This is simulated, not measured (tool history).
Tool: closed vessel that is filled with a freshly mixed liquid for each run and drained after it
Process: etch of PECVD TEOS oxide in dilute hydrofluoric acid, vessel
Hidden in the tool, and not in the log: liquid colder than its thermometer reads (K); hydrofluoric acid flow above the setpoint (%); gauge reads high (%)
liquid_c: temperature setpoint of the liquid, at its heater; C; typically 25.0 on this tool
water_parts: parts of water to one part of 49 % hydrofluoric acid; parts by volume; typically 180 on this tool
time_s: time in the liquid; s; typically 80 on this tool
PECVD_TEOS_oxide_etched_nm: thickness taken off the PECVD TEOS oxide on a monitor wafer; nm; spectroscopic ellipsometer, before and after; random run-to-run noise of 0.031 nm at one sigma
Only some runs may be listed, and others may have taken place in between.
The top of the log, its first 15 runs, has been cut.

run    hour  liquid_c  water_parts  time_s  wafers since the last listed run  hours since the thermometer was replaced  hours since the hydrofluoric acid flow meter was replaced  hours since the gauge calibration  read-back film thickness of the PECVD TEOS oxide reference wafer, read on the same gauge (nm)  PECVD_TEOS_oxide_etched_nm
 16  1184.4      27.0          180      80                             12076                                    2664.4                                                     1293.3                             2308.3                                                                                         136.95                       10.80
     1231.3  -- thermometer replaced
 17  1276.0      25.0          180      80                             13326                                      44.7                                                     1384.9                             2399.9                                                                                         136.92                       10.03
 18  1315.8      25.0          140      80                              5854                                      84.5                                                     1424.7                             2439.7                                                                                         136.91                       13.45
 19  1357.6      21.5          180      80                              6148                                     126.3                                                     1466.5                             2481.5                                                                                         136.92                        8.79
 20  1458.8      29.0          215      65                             14886                                     227.5                                                     1567.7                             2582.7                                                                                         136.89                        7.54
 21  1503.4      25.0          180      60                              6560                                     272.1                                                     1612.3                             2627.3                                                                                         136.85                        7.51
     1521.3  -- gauge calibrated
     1575.8  -- hydrofluoric acid flow meter replaced
 22  1602.2      25.0          145      65                             14386                                     370.9                                                       26.4                               80.9                                                                                         139.26                       10.66
 23  1699.9      25.0          180      80                             14371                                     468.6                                                      124.1                              178.6                                                                                         138.99                       10.13

Estimate the outcome of run 24 from the log above:
 24  1804.2      29.5           95     105                             15342                                     572.9                                                      228.4                              282.9                                                                                              ?                           ?

{"run 24": {"read-back film thickness of the PECVD TEOS oxide reference wafer, read on the same gauge (nm)": 138.68, "PECVD_TEOS_oxide_etched_nm": 33.23}}
On a tool with no hidden condition, and with the same random variation, this run would have come out at PECVD_TEOS_oxide_etched_nm 33.54 nm.
